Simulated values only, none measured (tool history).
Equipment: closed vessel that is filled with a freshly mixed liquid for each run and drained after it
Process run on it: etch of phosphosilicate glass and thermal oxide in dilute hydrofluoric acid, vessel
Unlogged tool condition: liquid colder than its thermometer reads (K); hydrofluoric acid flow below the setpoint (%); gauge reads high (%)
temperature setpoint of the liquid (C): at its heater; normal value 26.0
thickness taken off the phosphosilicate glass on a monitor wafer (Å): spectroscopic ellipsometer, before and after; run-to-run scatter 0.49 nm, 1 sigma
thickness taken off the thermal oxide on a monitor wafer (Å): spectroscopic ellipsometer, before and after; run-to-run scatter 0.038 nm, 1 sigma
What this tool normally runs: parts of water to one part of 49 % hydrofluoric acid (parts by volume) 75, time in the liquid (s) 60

run,hour,temperature setpoint of the liquid (C),parts of water to one part of 49 % hydrofluoric acid (parts by volume),time in the liquid (s),wafers since the last listed run,hours since the thermometer was replaced,hours since the hydrofluoric acid flow meter was replaced,hours since the gauge calibration,"read-back film thickness of the phosphosilicate glass reference wafer, read on the same gauge (nm)","read-back film thickness of the thermal oxide reference wafer, read on the same gauge (nm)",thickness taken off the phosphosilicate glass on a monitor wafer (Å),thickness taken off the thermal oxide on a monitor wafer (Å)
1,0.0,26.0,75,60,0,1461.5,1629.5,244.3,90.00,70.022,775.0,37.73
2,10.5,26.0,75,60,1388,1472.0,1640.0,254.8,90.00,70.014,770.9,37.69
3,25.6,26.0,75,60,1996,1487.1,1655.1,269.9,90.00,69.996,765.3,37.80
4,35.0,28.0,75,60,1242,1496.5,1664.5,279.3,89.99,69.984,844.7,40.18
5,46.6,28.0,75,60,1533,1508.1,1676.1,290.9,90.00,69.995,833.7,40.04
6,53.6,28.0,75,60,925,1515.1,1683.1,297.9,90.00,69.996,841.3,40.21
7,60.4,30.0,60,40,899,1521.9,1689.9,304.7,90.01,70.004,774.2,37.07
# hour 68.5: thermometer replaced
8,69.0,27.5,40,40,1004,0.5,1698.5,313.3,89.99,70.010,1179.6,56.48
9,79.0,26.0,90,30,1322,10.5,1708.5,323.3,89.99,69.994,345.9,16.89
10,89.5,26.0,75,60,1388,21.0,1719.0,333.8,90.00,70.005,855.7,41.09
# hour 101.5: hydrofluoric acid flow meter replaced
11,104.7,21.5,40,60,1877,36.2,3.2,349.0,90.01,70.005,1364.6,66.89
12,115.5,29.0,60,45,1427,47.0,14.0,359.8,90.01,69.997,913.0,43.61
# hour 130.1: gauge calibrated
13,131.3,22.5,95,50,2088,62.8,29.8,1.2,90.01,69.992,470.5,22.68
14,148.6,28.5,90,75,2287,80.1,47.1,18.5,90.00,70.011,951.5,46.01
15,156.3,26.0,75,60,1017,87.8,54.8,26.2,90.01,70.026,852.1,40.36
16,170.6,27.5,40,40,1890,102.1,69.1,40.5,90.01,69.972,1172.9,57.24
17,187.5,26.0,75,60,2234,119.0,86.0,57.4,90.00,69.987,845.3,41.05
18,194.1,26.0,75,30,872,125.6,92.6,64.0,90.01,69.990,422.2,20.64
19,208.4,26.0,40,85,1890,139.9,106.9,78.3,90.02,69.996,2345.1,112.27
20,221.9,28.0,85,60,1784,153.4,120.4,91.8,90.00,69.997,793.6,38.20
21,237.5,28.0,85,60,2062,169.0,136.0,107.4,89.97,70.015,790.6,37.84
22,246.9,26.0,75,60,1242,178.4,145.4,116.8,90.00,69.970,843.0,39.85
23,258.2,26.0,75,80,1493,189.7,156.7,128.1,89.97,69.992,1112.2,54.02
24,265.4,28.5,90,75,951,196.9,163.9,135.3,90.00,69.976,935.7,45.33
25,282.6,29.0,75,60,2273,214.1,181.1,152.5,90.00,70.001,937.4,45.36
26,291.4,26.0,35,45,1163,222.9,189.9,161.3,90.01,70.001,1427.4,68.86
27,299.9,26.0,75,60,1123,231.4,198.4,169.8,90.00,70.016,835.0,40.58

Branching from run 27: 3 alternative next runs. What would each branch give?
A,300.6,27.5,75,60,92,232.1,199.1,170.5,?,?,?,?
B,300.6,30.0,95,60,92,232.1,199.1,170.5,?,?,?,?
C,300.6,26.0,110,60,92,232.1,199.1,170.5,?,?,?,?

run,"read-back film thickness of the phosphosilicate glass reference wafer, read on the same gauge (nm)","read-back film thickness of the thermal oxide reference wafer, read on the same gauge (nm)",thickness taken off the phosphosilicate glass on a monitor wafer (Å),thickness taken off the thermal oxide on a monitor wafer (Å)
A,90.01,69.976,883.2,43.14
B,90.01,69.976,747.2,36.49
C,90.01,69.976,542.6,26.50
With no hidden state in the tool, these same runs would have given:
run,thickness taken off the phosphosilicate glass on a monitor wafer (Å),thickness taken off the thermal oxide on a monitor wafer (Å)
A,910.4,44.46
B,769.2,37.57
C,559.0,27.30

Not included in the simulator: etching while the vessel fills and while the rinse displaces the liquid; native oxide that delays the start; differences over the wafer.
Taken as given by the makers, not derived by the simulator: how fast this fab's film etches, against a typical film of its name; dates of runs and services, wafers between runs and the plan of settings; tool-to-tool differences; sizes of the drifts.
